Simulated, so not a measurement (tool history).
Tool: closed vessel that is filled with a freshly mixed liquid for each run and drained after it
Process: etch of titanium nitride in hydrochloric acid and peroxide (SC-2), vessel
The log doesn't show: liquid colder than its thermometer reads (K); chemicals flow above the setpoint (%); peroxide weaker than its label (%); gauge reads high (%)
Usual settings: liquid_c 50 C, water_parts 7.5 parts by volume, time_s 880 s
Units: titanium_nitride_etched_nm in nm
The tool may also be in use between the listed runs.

| run | day | liquid_c | water_parts | time_s | wafers since the last listed run | hours since the thermometer was replaced | hours since the chemicals flow meter was replaced | hours since the drum of peroxide was connected | hours since the gauge calibration | read-back film thickness of the titanium nitride reference wafer, read on the same gauge (nm) | titanium_nitride_etched_nm |
|---|---|---|---|---|---|---|---|---|---|---|---|
| 1 | 0 | 50 | 7.5 | 880 | 0 | 1540.2 | 2101.7 | 898.3 | 1355.6 | 60 | 21.16 |
|  | 0.3 | thermometer replaced |
| 2 | 2.846 | 50 | 7.5 | 880 | 4234 | 61.1 | 2170 | 966.6 | 1423.9 | 60.04 | 22 |
|  | 4.8 | new drum of peroxide connected |
| 3 | 5.404 | 50 | 7.5 | 880 | 3800 | 122.5 | 2231.4 | 14.5 | 1485.3 | 60.02 | 22.08 |
| 4 | 9.742 | 50 | 7.5 | 1145 | 6550 | 226.6 | 2335.5 | 118.6 | 1589.4 | 60.02 | 28.63 |
| 5 | 12.354 | 50 | 7.5 | 1145 | 3945 | 289.3 | 2398.2 | 181.3 | 1652.1 | 60.03 | 28.62 |
|  | 13.683 | chemicals flow meter replaced |
| 6 | 14.162 | 50 | 7.5 | 880 | 2667 | 332.7 | 11.5 | 224.7 | 1695.5 | 59.99 | 21.82 |
| 7 | 16.554 | 46.5 | 7.5 | 880 | 3611 | 390.1 | 68.9 | 282.1 | 1752.9 | 59.97 | 17.28 |
| 8 | 17.629 | 50 | 7.5 | 880 | 1623 | 415.9 | 94.7 | 307.9 | 1778.7 | 59.99 | 21.88 |
| 9 | 19.25 | 50 | 7.5 | 880 | 2447 | 454.8 | 133.6 | 346.8 | 1817.6 | 59.97 | 21.87 |
|  | 19.404 | gauge calibrated |
| 10 | 20.975 | 50 | 7.5 | 610 | 2605 | 496.2 | 175 | 388.2 | 37.7 | 60.03 | 15.15 |
| 11 | 22.858 | 53.5 | 7.5 | 1025 | 2844 | 541.4 | 220.2 | 433.4 | 82.9 | 59.99 | 31.86 |
| 12 | 25.533 | 55 | 4.5 | 650 | 4039 | 605.6 | 284.4 | 497.6 | 147.1 | 59.99 | 32.6 |
| 13 | 27.271 | 47 | 10.5 | 1370 | 2623 | 647.3 | 326.1 | 539.3 | 188.8 | 60.03 | 21.01 |
| 14 | 29.633 | 44.5 | 4 | 560 | 3567 | 704 | 382.8 | 596 | 245.5 | 60 | 14.96 |
| 15 | 31.942 | 44.5 | 4 | 560 | 3485 | 759.4 | 438.2 | 651.4 | 300.9 | 60 | 15.06 |
| 16 | 36.479 | 41 | 10.5 | 1225 | 6852 | 868.3 | 547.1 | 760.3 | 409.8 | 60.02 | 12.32 |
| 17 | 38.471 | 59.5 | 10 | 645 | 3007 | 916.1 | 594.9 | 808.1 | 457.6 | 60.03 | 23.09 |
| 18 | 39.8 | 58 | 7.5 | 1240 | 2007 | 948 | 626.8 | 840 | 489.5 | 59.98 | 50.99 |
| 19 | 40.992 | 54.5 | 9.5 | 1040 | 1799 | 976.6 | 655.4 | 868.6 | 518.1 | 60.01 | 28.4 |
| 20 | 42.512 | 41 | 8.5 | 880 | 2296 | 1013.1 | 691.9 | 905.1 | 554.6 | 60.02 | 10.48 |
|  | 43.475 | new drum of peroxide connected |
| 21 | 44.438 | 50 | 7.5 | 880 | 2844 | 1059.3 | 738.1 | 23.1 | 600.8 | 60 | 21.55 |
| 22 | 45.9 | 45 | 7.5 | 880 | 2208 | 1094.4 | 773.2 | 58.2 | 635.9 | 60 | 15.32 |
| 23 | 48.754 | 59 | 11 | 880 | 4310 | 1162.9 | 841.7 | 126.7 | 704.4 | 60.01 | 28.13 |
| 24 | 51.892 | 53.5 | 9.5 | 610 | 4738 | 1238.2 | 917 | 202 | 779.7 | 59.98 | 15.4 |

Run 25 comes next. What will it give?
| 25 | 54.492 | 50 | 7.5 | 880 | 3926 | 1300.6 | 979.4 | 264.4 | 842.1 | ? | ? |

Run 25 gave read-back film thickness of the titanium nitride reference wafer, read on the same gauge (nm) 59.99, titanium_nitride_etched_nm 21.3 nm.
Without the tool's hidden state the same run would have given titanium_nitride_etched_nm 22.15 nm.

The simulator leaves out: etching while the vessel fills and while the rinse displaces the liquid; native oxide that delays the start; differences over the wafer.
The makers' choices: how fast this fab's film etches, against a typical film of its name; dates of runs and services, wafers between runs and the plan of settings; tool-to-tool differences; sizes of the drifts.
